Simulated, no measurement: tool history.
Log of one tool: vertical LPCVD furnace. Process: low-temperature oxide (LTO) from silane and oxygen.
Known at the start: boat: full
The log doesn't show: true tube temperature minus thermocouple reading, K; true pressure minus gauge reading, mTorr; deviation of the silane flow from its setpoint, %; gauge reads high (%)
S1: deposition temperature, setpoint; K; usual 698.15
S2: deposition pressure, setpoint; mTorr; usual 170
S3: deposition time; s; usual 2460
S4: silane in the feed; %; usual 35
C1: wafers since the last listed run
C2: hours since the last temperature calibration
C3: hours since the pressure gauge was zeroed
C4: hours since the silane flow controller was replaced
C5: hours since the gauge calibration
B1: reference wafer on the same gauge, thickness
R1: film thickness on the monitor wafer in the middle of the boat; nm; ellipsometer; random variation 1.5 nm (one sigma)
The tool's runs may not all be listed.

run	day	S1	S2	S3	S4	C1	C2	C3	C4	C5	B1	R1
1	0	698.15	170	2460	34	0	2328.7	4420.5	1965.7	963.5	355.36	332.63
2	2.5	698.15	170	2460	34	850	2388.7	4480.5	2025.7	1023.5	355.27	334.66
3	4.388	698.15	170	2460	34	642	2434	4525.8	2071	1068.8	354.58	335.31
# day 6.708: silane flow controller replaced
4	7.054	698.15	170	2460	35	567	2498	4589.8	8.3	1132.8	354.88	349.65
# day 8.45: thermocouples replaced and temperature profile calibrated
5	9.029	698.15	170	2460	35	331	13.9	4637.2	55.7	1180.2	354.74	333.39
6	11.888	698.15	170	2460	35	972	82.5	4705.8	124.3	1248.8	355.56	334.86
7	13.342	698.15	170	1920	39	494	117.4	4740.7	159.2	1283.7	354.9	300.16
# day 13.667: gauge calibrated
8	14.746	705.15	170	2760	35	477	151.1	4774.4	192.9	25.9	355.19	406.79
9	16.238	698.15	170	2460	35	507	186.9	4810.2	228.7	61.7	354.96	337.52
10	17.642	690.15	140	2730	38	477	220.6	4843.9	262.4	95.4	354.41	314.24
11	18.95	698.15	210	2460	35	445	252	4875.3	293.8	126.8	354.98	416.79
12	20.058	698.15	170	2160	35	377	278.6	4901.9	320.4	153.4	355.22	296.78
13	22.533	698.15	170	2460	28	842	338	4961.3	379.8	212.8	355.15	249.45
14	25.179	698.15	170	3030	35	900	401.5	5024.8	443.3	276.3	355	411.74
15	27.212	703.15	190	2940	40	692	450.3	5073.6	492.1	325.1	355.07	550.46
16	28.779	698.15	205	2460	35	533	487.9	5111.2	529.7	362.7	354.65	408.85

The next listed run, before its measurement:
17	30.154	691.15	150	2460	38	468	520.9	5144.2	562.7	395.7	?	?

B1: 355.07
R1: 302.93 nm
Without the tool's hidden state the same run would have given R1 302.36 nm.
